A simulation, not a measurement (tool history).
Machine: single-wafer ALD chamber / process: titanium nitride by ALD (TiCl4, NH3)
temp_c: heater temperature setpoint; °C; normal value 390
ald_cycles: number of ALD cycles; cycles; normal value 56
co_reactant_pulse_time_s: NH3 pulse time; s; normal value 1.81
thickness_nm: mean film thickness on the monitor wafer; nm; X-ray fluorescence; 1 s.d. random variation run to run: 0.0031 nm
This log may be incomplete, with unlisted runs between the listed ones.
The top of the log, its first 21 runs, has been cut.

run,hour,temp_c,ald_cycles,co_reactant_pulse_time_s,wafers since the last listed run,hours since the last thermocouple change,hours since the showerhead was replaced,hours since the gauge calibration,"read-back reference wafer on the same gauge, thickness_nm",thickness_nm
22,1942.4,376,56,1.61,490,108,6214.1,2695.6,1.28,1.214
23,2025.2,390,56,1.81,439,190.8,6296.9,2778.4,1.279,1.246
24,2063.4,403,65,2.07,202,229,6335.1,2816.6,1.28,1.472
# hour 2073.5: showerhead replaced
25,2123.9,390,45,2.01,278,289.5,50.4,2877.1,1.281,1.006
26,2205.2,390,56,1.81,431,370.8,131.7,2958.4,1.281,1.246
27,2289.5,400,52,1.31,447,455.1,216,3042.7,1.278,1.138
28,2339.6,385,56,1.81,266,505.2,266.1,3092.8,1.281,1.239
29,2405.4,390,65,1.46,349,571,331.9,3158.6,1.279,1.425
30,2497.1,396,56,1.81,486,662.7,423.6,3250.3,1.278,1.255
31,2562,390,56,1.81,344,727.6,488.5,3315.2,1.28,1.245
# hour 2583.1: gauge calibrated
32,2639.1,376,56,1.15,409,804.7,565.6,56,1.279,1.155
33,2738.4,376,46,2.45,527,904,664.9,155.3,1.279,1.025
34,2791.3,381,65,1.81,280,956.9,717.8,208.2,1.28,1.428
35,2870,402,53,2.19,417,1035.6,796.5,286.9,1.281,1.201
36,3016.2,390,46,1.59,776,1181.8,942.7,433.1,1.281,1.011
37,3084.6,390,66,2.4,363,1250.2,1011.1,501.5,1.279,1.496
# hour 3215.5: thermocouple changed; heater temperature recalibrated
38,3354.1,390,62,2.12,1388,138.6,1280.6,771,1.279,1.39
39,3398.3,384,56,1.5,234,182.8,1324.8,815.2,1.28,1.216
40,3469.6,400,66,1.34,378,254.1,1396.1,886.5,1.28,1.447
41,3552.9,390,56,1.81,442,337.4,1479.4,969.8,1.281,1.245

Consider 3 possible next runs. They are alternatives, not a sequence: every one starts from the tool as it was left by run 41. What does each give?
A,3553.4,390,56,1.16,2,337.9,1479.9,970.3,?,?
B,3553.4,390,51,1.81,2,337.9,1479.9,970.3,?,?
C,3553.4,399,60,1.42,2,337.9,1479.9,970.3,?,?

run,"read-back reference wafer on the same gauge, thickness_nm",thickness_nm
A,1.28,1.191
B,1.28,1.133
C,1.28,1.323
With the hidden condition removed and each run's random variation left untouched, the same runs would have given:
run,thickness_nm
A,1.191
B,1.133
C,1.323
